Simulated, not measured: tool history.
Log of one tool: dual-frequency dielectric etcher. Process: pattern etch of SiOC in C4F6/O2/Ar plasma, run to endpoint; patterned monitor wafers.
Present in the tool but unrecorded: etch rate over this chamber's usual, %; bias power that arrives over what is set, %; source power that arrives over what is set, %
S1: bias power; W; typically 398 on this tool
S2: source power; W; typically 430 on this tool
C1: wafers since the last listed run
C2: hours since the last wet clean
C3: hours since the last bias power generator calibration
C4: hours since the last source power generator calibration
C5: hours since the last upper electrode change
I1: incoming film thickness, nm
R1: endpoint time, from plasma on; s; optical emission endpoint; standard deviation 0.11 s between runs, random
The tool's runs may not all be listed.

run	hour	S1	S2	C1	C2	C3	C4	C5	I1	R1
1	0.0	398	430	0	135.6	2587.3	1893.3	2255.9	49.79	16.8
2	28.8	398	480	284	164.4	2616.1	1922.1	2284.7	49.83	15.9
3	54.2	469	460	250	189.8	2641.5	1947.5	2310.1	49.96	15.6
4	71.3	469	460	168	206.9	2658.6	1964.6	2327.2	49.11	15.2
5	98.1	398	410	264	233.7	2685.4	1991.4	2354.0	49.99	17.3
6	116.7	398	410	183	252.3	2704.0	2010.0	2372.6	49.42	16.9
7	133.3	398	410	163	268.9	2720.6	2026.6	2389.2	49.76	17.1
8	145.9	398	430	124	281.5	2733.2	2039.2	2401.8	49.72	16.6
9	164.8	398	430	186	300.4	2752.1	2058.1	2420.7	49.38	16.6
10	198.5	398	380	332	334.1	2785.8	2091.8	2454.4	49.40	17.4
11	216.1	398	380	173	351.7	2803.4	2109.4	2472.0	49.20	17.5
12	245.6	376	430	291	381.2	2832.9	2138.9	2501.5	50.03	16.8
# hour 316.0: upper electrode replaced, of another model than before
# hour 320.2: wet clean of the chamber
13	320.7	376	430	462	0.5	2908.0	2214.0	4.7	49.76	17.6
14	351.9	434	360	307	31.7	2939.2	2245.2	35.9	49.48	17.1
15	365.9	434	360	138	45.7	2953.2	2259.2	49.9	49.46	17.0
16	380.8	434	360	147	60.6	2968.1	2274.1	64.8	49.56	17.2
17	407.0	398	490	258	86.8	2994.3	2300.3	91.0	49.99	16.3
18	442.9	313	520	354	122.7	3030.2	2336.2	126.9	50.01	18.5
# hour 463.9: source power generator calibrated
19	476.5	398	380	292	156.3	3063.8	12.6	160.5	49.52	17.5
# hour 512.1: bias power generator calibrated
20	512.6	465	480	316	192.4	0.5	48.7	196.6	49.01	14.6
21	522.5	465	480	97	202.3	10.4	58.6	206.5	49.89	14.8
22	549.2	454	330	263	229.0	37.1	85.3	233.2	49.46	16.7
23	573.6	302	430	240	253.4	61.5	109.7	257.6	50.00	20.0
24	600.1	355	340	261	279.9	88.0	136.2	284.1	49.59	19.0
25	628.6	398	470	281	308.4	116.5	164.7	312.6	49.52	16.2
26	657.6	352	430	286	337.4	145.5	193.7	341.6	49.57	18.0
27	682.1	464	350	241	361.9	170.0	218.2	366.1	48.80	15.7
28	709.2	455	350	267	389.0	197.1	245.3	393.2	49.80	16.3
29	739.3	469	460	297	419.1	227.2	275.4	423.3	49.66	14.6
30	774.9	315	430	351	454.7	262.8	311.0	458.9	49.24	18.8
# hour 813.9: wet clean of the chamber
31	814.4	454	430	152	0.5	302.3	350.5	498.4	49.15	15.6
32	819.4	424	400	49	5.5	307.3	355.5	503.4	49.75	16.7
33	835.6	472	540	159	21.7	323.5	371.7	519.6	49.50	14.2

Predict the results of run 34:
34	852.5	469	510	166	38.6	340.4	388.6	536.5	49.58	?

Run 34 yielded R1 14.6 s.
The same run, on a tool lacking any hidden state, would have yielded R1 14.7 s.

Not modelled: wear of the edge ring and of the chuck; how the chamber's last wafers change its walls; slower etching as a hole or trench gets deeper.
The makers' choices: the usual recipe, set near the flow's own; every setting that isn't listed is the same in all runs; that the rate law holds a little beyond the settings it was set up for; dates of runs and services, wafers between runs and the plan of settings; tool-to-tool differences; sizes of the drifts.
